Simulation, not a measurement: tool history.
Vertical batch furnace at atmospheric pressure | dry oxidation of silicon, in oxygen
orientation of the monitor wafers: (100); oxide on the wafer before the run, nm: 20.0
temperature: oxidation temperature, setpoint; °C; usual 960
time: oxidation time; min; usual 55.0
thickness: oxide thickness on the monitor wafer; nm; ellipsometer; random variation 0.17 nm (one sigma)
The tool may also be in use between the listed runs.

run	day	temperature	time	read-back reference wafer on the same gauge, thickness	thickness
1	0.000	960	43.5	42.72	36.55
2	2.662	960	43.5	42.63	36.10
3	5.704	977	55.0	42.76	43.70
4	7.246	977	55.0	42.72	44.16
5	9.646	977	55.0	42.68	43.74
6	11.254	960	66.0	42.75	44.04
7	12.908	960	66.0	42.67	44.06
8	18.629	960	37.5	42.72	34.14
9	19.967	960	37.5	42.74	34.11
10	22.288	960	37.5	42.75	34.18
# day 25.350: thermocouples replaced and temperature profile calibrated
11	25.371	960	55.0	42.73	40.20
12	27.775	960	55.0	42.69	40.09
13	30.062	960	55.0	42.78	40.10
14	31.154	960	55.0	42.68	39.94
15	32.954	960	55.0	42.77	39.71
16	34.683	960	55.0	42.72	40.25
17	37.100	960	55.0	42.70	40.03
18	38.896	960	55.0	42.69	39.59
19	41.354	960	68.5	42.68	44.49
20	43.367	978	68.0	42.68	48.77
# day 45.612: boat lift adjusted
21	45.633	947	43.0	42.71	34.17
22	47.338	983	37.0	42.67	38.25
# day 49.804: gauge calibrated
23	50.262	960	55.0	42.77	40.81
24	51.917	940	29.0	42.66	28.58
25	54.875	960	55.0	42.73	40.93
26	56.096	976	78.0	42.67	53.01
27	58.850	952	55.0	42.68	38.93
28	60.454	960	55.0	42.66	40.40
29	63.446	972	69.0	42.73	48.44
30	64.862	937	73.5	42.79	39.94

3 ways to go on from here, each from the tool as it stands after run 30. What would each give?
A	65.029	967	55.0	?	?
B	65.029	975	40.0	?	?
C	65.029	942	63.5	?	?

run	read-back reference wafer on the same gauge, thickness	thickness
A	42.66	41.98
B	42.66	37.70
C	42.66	38.77
Without the tool's hidden state the same runs would have given:
run	thickness
A	42.27
B	37.93
C	39.11

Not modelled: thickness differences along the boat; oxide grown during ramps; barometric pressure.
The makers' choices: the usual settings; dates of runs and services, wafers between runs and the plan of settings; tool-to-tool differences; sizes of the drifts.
